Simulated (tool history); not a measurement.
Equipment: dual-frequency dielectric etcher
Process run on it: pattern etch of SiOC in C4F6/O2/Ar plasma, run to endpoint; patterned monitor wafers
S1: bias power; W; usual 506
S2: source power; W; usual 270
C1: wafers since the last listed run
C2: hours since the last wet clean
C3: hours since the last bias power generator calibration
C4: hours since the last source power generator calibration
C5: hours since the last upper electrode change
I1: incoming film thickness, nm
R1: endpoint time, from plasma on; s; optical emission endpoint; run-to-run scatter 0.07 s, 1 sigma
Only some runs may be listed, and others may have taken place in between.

Run 1, hour 0: usual settings but S2 250 W; C1 0; C2 363.6; C3 4329.1; C4 2067.9; C5 1823.2; I1 31.33. Result: R1 12.8 s.
Run 2, hour 26.9: usual settings but S2 250 W; C1 409; C2 390.5; C3 4356; C4 2094.8; C5 1850.1; I1 31.38. Result: R1 12.8 s.
Run 3, hour 57.6: usual settings but S2 250 W; C1 467; C2 421.2; C3 4386.7; C4 2125.5; C5 1880.8; I1 30.97. Result: R1 12.6 s.
Run 4, hour 84.1: usual settings; C1 403; C2 447.7; C3 4413.2; C4 2152; C5 1907.3; I1 31.27. Result: R1 12.4 s.
Run 5, hour 115.9: usual settings; C1 484; C2 479.5; C3 4445; C4 2183.8; C5 1939.1; I1 30.98. Result: R1 12.3 s.
Run 6, hour 161.2: usual settings but S1 430 W; C1 690; C2 524.8; C3 4490.3; C4 2229.1; C5 1984.4; I1 31.32. Result: R1 13.5 s.
Run 7, hour 203.9: usual settings but S1 430 W; C1 650; C2 567.5; C3 4533; C4 2271.8; C5 2027.1; I1 31. Result: R1 13.3 s.
Run 8, hour 274: usual settings but S1 430 W; C1 1068; C2 637.6; C3 4603.1; C4 2341.9; C5 2097.2; I1 31.21. Result: R1 13.6 s.
Run 9, hour 298.1: usual settings but S2 240 W; C1 367; C2 661.7; C3 4627.2; C4 2366; C5 2121.3; I1 31.17. Result: R1 13.2 s.
At hour 338: wet clean of the chamber.
Run 10, hour 354.7: usual settings but S2 310 W; C1 496; C2 16.7; C3 4683.8; C4 2422.6; C5 2177.9; I1 31.3. Result: R1 11.3 s.
Run 11, hour 384.9: usual settings but S2 310 W; C1 460; C2 46.9; C3 4714; C4 2452.8; C5 2208.1; I1 30.98. Result: R1 11.2 s.
Run 12, hour 414.7: usual settings but S2 310 W; C1 454; C2 76.7; C3 4743.8; C4 2482.6; C5 2237.9; I1 31.03. Result: R1 11.4 s.
Run 13, hour 614.7: usual settings; C1 3048; C2 276.7; C3 4943.8; C4 2682.6; C5 2437.9; I1 31.18. Result: R1 12.3 s.
Run 14, hour 644.5: usual settings; C1 454; C2 306.5; C3 4973.6; C4 2712.4; C5 2467.7; I1 31.19. Result: R1 12.2 s.
Run 15, hour 690.2: usual settings; C1 696; C2 352.2; C3 5019.3; C4 2758.1; C5 2513.4; I1 31.25. Result: R1 12.5 s.
Run 16, hour 721.4: usual settings but S1 386 W; C1 475; C2 383.4; C3 5050.5; C4 2789.3; C5 2544.6; I1 30.92. Result: R1 13.9 s.
Run 17, hour 850: usual settings but S1 550 W, S2 240 W; C1 1960; C2 512; C3 5179.1; C4 2917.9; C5 2673.2; I1 31.18. Result: R1 12.9 s.
Run 18, hour 909.6: usual settings but S1 462 W, S2 210 W; C1 908; C2 571.6; C3 5238.7; C4 2977.5; C5 2732.8; I1 31.35. Result: R1 15.2 s.
At hour 990.8: wet clean of the chamber.
Run 19, hour 991.3: usual settings but S1 583 W; C1 879; C2 0.5; C3 5320.4; C4 3059.2; C5 2814.5; I1 31.39. Result: R1 11.2 s.
At hour 1043.3: bias power generator calibrated.
Run 20, hour 1049.5: usual settings but S1 619 W, S2 230 W; C1 826; C2 58.7; C3 6.2; C4 3117.4; C5 2872.7; I1 31.07. Result: R1 11.9 s.
At hour 1121.3: upper electrode replaced, of another model than before.
At hour 1205.6: source power generator calibrated.
Run 21, hour 1252.9: usual settings but S2 210 W; C1 2673; C2 262.1; C3 209.6; C4 47.3; C5 131.6; I1 31.5. Result: R1 15 s.
Run 22, hour 1284.8: usual settings but S1 405 W, S2 340 W; C1 486; C2 294; C3 241.5; C4 79.2; C5 163.5; I1 31.22. Result: R1 12.4 s.
Run 23, hour 1326.1: usual settings; C1 629; C2 335.3; C3 282.8; C4 120.5; C5 204.8; I1 31.39. Result: R1 12.3 s.
Run 24, hour 1361.9: usual settings but S2 300 W; C1 545; C2 371.1; C3 318.6; C4 156.3; C5 240.6; I1 30.96. Result: R1 11.4 s.
Run 25, hour 1431.1: usual settings; C1 1054; C2 440.3; C3 387.8; C4 225.5; C5 309.8; I1 31.25. Result: R1 12.5 s.
Run 26, hour 1481.7: usual settings but S1 548 W, S2 230 W; C1 771; C2 490.9; C3 438.4; C4 276.1; C5 360.4; I1 31.21. Result: R1 13.3 s.
Run 27, hour 1517.9: usual settings; C1 551; C2 527.1; C3 474.6; C4 312.3; C5 396.6; I1 31.47. Result: R1 12.6 s.
At hour 1583: wet clean of the chamber.
Run 28, hour 1583.5: usual settings but S1 563 W, S2 200 W; C1 634; C2 0.5; C3 540.2; C4 377.9; C5 462.2; I1 31.05. Result: R1 14.2 s.
Run 29, hour 1635.4: usual settings; C1 791; C2 52.4; C3 592.1; C4 429.8; C5 514.1; I1 31.13. Result: R1 12 s.
Run 30, hour 1693.7: usual settings but S1 613 W, S2 320 W; C1 888; C2 110.7; C3 650.4; C4 488.1; C5 572.4; I1 31.01. Result: R1 9.6 s.
Run 31, hour 1738: usual settings; C1 675; C2 155; C3 694.7; C4 532.4; C5 616.7; I1 31.23. Result: R1 12.1 s.

Alternative continuations, all from the tool just after run 31; predict every row:
Run A, hour 1738.4: usual settings but S1 598 W; C1 6; C2 155.4; C3 695.1; C4 532.8; C5 617.1; I1 31.11. Result: R1 ?.
Run B, hour 1738.4: usual settings but S1 458 W, S2 320 W; C1 6; C2 155.4; C3 695.1; C4 532.8; C5 617.1; I1 31.11. Result: R1 ?.
Run C, hour 1738.4: usual settings but S2 230 W; C1 6; C2 155.4; C3 695.1; C4 532.8; C5 617.1; I1 31.11. Result: R1 ?.

run    R1
  A  10.8
  B  11.5
  C  13.6
The same runs, with their run-to-run variation unchanged, on a tool lacking any hidden condition would have given:
run    R1
  A  10.7
  B  11.4
  C  13.5
